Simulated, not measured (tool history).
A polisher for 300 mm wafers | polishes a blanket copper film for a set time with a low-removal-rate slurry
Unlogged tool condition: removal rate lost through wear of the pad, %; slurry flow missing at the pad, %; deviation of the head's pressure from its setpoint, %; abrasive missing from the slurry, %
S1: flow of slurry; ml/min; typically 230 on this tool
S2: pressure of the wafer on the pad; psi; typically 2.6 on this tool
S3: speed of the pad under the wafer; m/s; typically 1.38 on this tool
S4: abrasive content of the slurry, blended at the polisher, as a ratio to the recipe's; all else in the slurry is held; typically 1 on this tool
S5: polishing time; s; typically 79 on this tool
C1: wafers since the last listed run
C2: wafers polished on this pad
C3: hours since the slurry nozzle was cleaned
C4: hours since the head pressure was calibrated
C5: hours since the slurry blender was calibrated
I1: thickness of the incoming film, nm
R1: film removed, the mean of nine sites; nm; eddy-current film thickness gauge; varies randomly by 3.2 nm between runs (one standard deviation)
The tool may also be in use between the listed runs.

run,day,S1,S2,S3,S4,S5,C1,C2,C3,C4,C5,I1,R1
1,0,230,2.6,1.38,1,79,0,1378,19.4,73.2,279.3,1146.9,255.2
# day 1.575: worn pad replaced by a new one
2,3.35,230,2.6,1.38,1,79,707,394,99.8,153.6,359.7,1132.5,254.9
# day 4.012: slurry blender recalibrated
3,7.171,230,2.6,1.38,1,79,830,1225,191.5,245.3,75.8,1134.1,263.5
4,9.6,230,2.6,1.38,1,79,539,1765,249.8,303.6,134.1,1139.4,261.9
# day 11.171: worn pad replaced by a new one
5,11.929,230,2.6,1.38,1,79,480,168,305.7,359.5,190,1155.4,267.1
6,15.288,230,2.6,1.38,1,79,746,915,386.3,440.1,270.6,1149.6,256.1
# day 16.929: slurry nozzle cleaned
# day 18.85: worn pad replaced by a new one
# day 19.433: slurry blender recalibrated
7,19.558,230,2.9,1.38,1,79,884,138,63.1,542.6,3,1166.7,299.5
8,21.712,230,1.8,1.58,1,97,478,617,114.8,594.3,54.7,1146.5,258.1
9,26.025,300,2.6,1.38,0.9,94,958,1576,218.3,697.8,158.2,1130.3,314.6
# day 27.733: worn pad replaced by a new one
10,29.767,230,2.6,1.38,1,79,794,451,308.1,787.6,248,1148.5,260.1
# day 31.183: slurry nozzle cleaned
11,31.958,230,2.6,1.38,0.85,79,477,929,18.6,840.2,300.6,1135,247.3
# day 33.696: head pressure recalibrated
12,35.317,230,2.6,1.56,1.1,58,728,1657,99.2,38.9,381.2,1144.8,208.8
# day 36.517: worn pad replaced by a new one
# day 37.046: slurry blender recalibrated
13,38.388,230,2.6,1.38,1,79,627,397,172.9,112.6,32.2,1144.2,264.9
14,40.546,195,2.6,1.38,1.3,79,479,877,224.7,164.4,84,1139.1,266.6
15,42.921,230,2.6,1.66,1,79,527,1404,281.7,221.4,141,1148.5,316.5

What was the tool's hidden state at every run in the log?
removal rate lost through wear of the pad, %: 0 in every run
slurry flow missing at the pad, %: 0 in every run
deviation of the head's pressure from its setpoint, %: 0 in every run
H1: abrasive missing from the slurry, %
run,H1
1,21.5
2,33.1
3,6.43
4,9.2
5,13.3
6,21.7
7,4.61
8,5.29
9,10.3
10,18.5
11,25.1
12,37.5
13,4.33
14,5.69
15,8.6
